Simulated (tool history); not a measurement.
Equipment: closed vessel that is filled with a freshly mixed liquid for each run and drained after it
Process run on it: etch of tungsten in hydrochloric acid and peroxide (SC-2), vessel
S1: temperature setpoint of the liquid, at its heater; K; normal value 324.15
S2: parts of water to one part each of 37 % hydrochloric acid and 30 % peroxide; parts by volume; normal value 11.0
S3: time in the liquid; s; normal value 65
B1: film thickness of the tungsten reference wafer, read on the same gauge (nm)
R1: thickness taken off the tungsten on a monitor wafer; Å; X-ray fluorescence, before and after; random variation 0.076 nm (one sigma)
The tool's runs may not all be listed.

run	hour	S1	S2	S3	B1	R1
1	0.0	324.15	11.0	55	120.02	127.4
2	8.0	324.15	11.0	55	120.01	126.9
3	20.9	324.15	11.0	55	119.97	127.0
4	28.3	324.15	11.0	65	119.99	149.3
5	39.4	324.15	11.0	65	120.03	149.3
6	47.9	324.15	11.0	65	119.97	150.0
# hour 79.6: thermometer replaced
# hour 81.1: gauge calibrated
7	86.9	332.15	11.0	65	120.03	248.9
8	100.0	324.15	11.0	65	119.99	147.6
# hour 106.9: chemicals flow meter replaced
9	107.4	324.15	11.0	105	119.97	239.0
10	118.4	317.65	6.0	55	120.03	131.9
11	134.2	324.15	11.0	65	119.98	148.3
# hour 147.0: new drum of peroxide connected
12	152.1	327.15	11.0	105	119.96	314.6
13	165.8	317.65	9.0	90	120.00	168.6
14	179.9	314.65	8.0	80	119.96	132.8
# hour 195.0: gauge calibrated
15	197.1	333.15	11.0	65	120.00	280.7
16	214.4	324.15	11.0	55	120.05	132.8

Predict each of these 3 candidate next runs independently; none follows another, all start after run 16:
A	215.1	324.15	6.5	65	?	?
B	215.1	329.65	7.0	65	?	?
C	215.1	318.15	13.5	65	?	?

run	B1	R1
A	119.97	243.4
B	119.97	328.9
C	119.97	88.9
Stripped of hidden state, with their random variation kept, the same runs would have yielded:
run	R1
A	246.8
B	333.6
C	90.3

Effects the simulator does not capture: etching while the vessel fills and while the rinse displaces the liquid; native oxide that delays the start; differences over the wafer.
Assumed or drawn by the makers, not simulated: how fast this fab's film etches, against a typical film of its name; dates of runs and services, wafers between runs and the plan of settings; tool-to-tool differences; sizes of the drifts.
